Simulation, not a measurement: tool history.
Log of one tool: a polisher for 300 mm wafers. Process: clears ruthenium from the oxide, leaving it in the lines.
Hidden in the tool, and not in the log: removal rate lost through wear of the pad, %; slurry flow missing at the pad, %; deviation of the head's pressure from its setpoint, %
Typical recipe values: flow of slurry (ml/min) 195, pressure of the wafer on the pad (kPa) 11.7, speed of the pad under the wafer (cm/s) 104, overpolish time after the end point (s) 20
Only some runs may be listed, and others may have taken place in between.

run,hour,flow of slurry (ml/min),pressure of the wafer on the pad (kPa),speed of the pad under the wafer (cm/s),overpolish time after the end point (s),wafers since the last listed run,wafers polished on this pad,hours since the slurry nozzle was cleaned,hours since the head pressure was calibrated,"incoming thickness of the incoming film, nm",time until the end point was called (s)
1,0.0,195,11.7,104,20,0,592,174.5,149.8,118.9,142.1
2,58.4,195,11.7,120,20,392,984,232.9,208.2,120.4,124.9
3,116.9,195,11.7,120,20,393,1377,291.4,266.7,118.2,120.9
4,156.9,225,13.8,104,20,268,1646,331.4,306.7,119.6,118.9
5,195.4,225,13.8,104,20,258,1905,369.9,345.2,120.3,121.1
6,242.3,195,11.7,104,20,315,2220,416.8,392.1,121.3,150.1
7,267.0,195,11.7,104,20,166,2386,441.5,416.8,120.0,146.2
8,338.3,195,11.7,104,20,479,2865,512.8,488.1,119.9,152.6
# hour 355.3: worn pad replaced by a new one
# hour 379.4: slurry nozzle cleaned
9,391.9,150,11.7,104,20,326,239,12.5,541.7,120.6,154.5
10,433.8,150,11.7,104,20,281,521,54.4,583.6,118.3,152.1
11,461.7,195,14.5,128,20,187,708,82.3,611.5,120.3,98.5
12,513.5,195,14.5,128,20,348,1056,134.1,663.3,119.0,96.4
13,543.6,195,14.5,128,20,202,1258,164.2,693.4,122.3,100.9
# hour 583.0: head pressure recalibrated
14,595.3,235,13.8,104,10,334,1592,215.9,12.3,121.0,118.3
15,664.9,195,11.7,104,20,467,2060,285.5,81.9,117.8,142.1
16,701.1,195,11.7,114,14,243,2304,321.7,118.1,122.5,139.6
17,749.8,145,11.7,92,25,327,2631,370.4,166.8,119.8,171.7
# hour 763.0: worn pad replaced by a new one
18,791.6,195,10.3,122,20,254,192,412.2,208.6,119.1,135.7
19,863.4,195,11.7,104,20,482,674,484.0,280.4,119.9,142.7
# hour 930.9: slurry nozzle cleaned
20,966.1,195,11.7,120,20,683,1358,35.2,383.1,119.2,128.0
21,1028.2,225,11.7,86,16,417,1775,97.3,445.2,120.6,178.7
22,1078.7,195,11.7,82,20,339,2115,147.8,495.7,118.1,187.0
23,1127.7,195,11.7,104,20,329,2444,196.8,544.7,119.2,149.9
24,1154.1,225,13.8,104,28,177,2621,223.2,571.1,121.9,131.2
# hour 1163.8: worn pad replaced by a new one
25,1184.6,175,10.3,116,26,178,139,253.7,601.6,118.8,148.7
26,1247.4,195,11.7,128,10,422,561,316.5,664.4,119.9,121.2
27,1278.5,195,11.7,104,10,209,770,347.6,695.5,117.9,147.4
28,1310.0,195,8.3,104,11,211,982,379.1,727.0,120.5,219.7
# hour 1368.3: head pressure recalibrated
29,1369.1,195,11.7,104,20,383,1366,438.2,0.8,119.2,142.0
30,1401.7,195,8.3,126,24,219,1585,470.8,33.4,119.3,166.9
# hour 1444.4: slurry nozzle cleaned
31,1444.9,250,11.7,104,20,283,1869,0.5,76.6,120.2,138.7
32,1513.6,160,11.7,94,20,461,2330,69.2,145.3,120.1,165.9
33,1574.9,145,11.7,104,27,411,2742,130.5,206.6,121.7,155.6
34,1624.2,195,11.7,104,20,331,3074,179.8,255.9,118.7,148.9
# hour 1642.0: worn pad replaced by a new one
35,1649.2,235,13.1,90,11,141,48,204.8,280.9,119.1,139.7
36,1712.6,155,9.7,104,11,426,474,268.2,344.3,120.4,178.6
37,1757.3,195,11.7,104,20,300,774,312.9,389.0,122.3,143.4

Alternative continuations, all from the tool just after run 37; predict every row:
A,1757.8,230,11.7,104,20,3,778,313.4,389.5,120.2,?
B,1757.8,195,14.5,136,28,3,778,313.4,389.5,120.2,?
C,1757.8,135,8.3,104,20,3,778,313.4,389.5,120.2,?

run,time until the end point was called (s)
A,141.7
B,89.7
C,219.9
Take away the tool's hidden state, keep each run's random variation, and the runs would have read:
run,time until the end point was called (s)
A,137.5
B,87.1
C,213.4

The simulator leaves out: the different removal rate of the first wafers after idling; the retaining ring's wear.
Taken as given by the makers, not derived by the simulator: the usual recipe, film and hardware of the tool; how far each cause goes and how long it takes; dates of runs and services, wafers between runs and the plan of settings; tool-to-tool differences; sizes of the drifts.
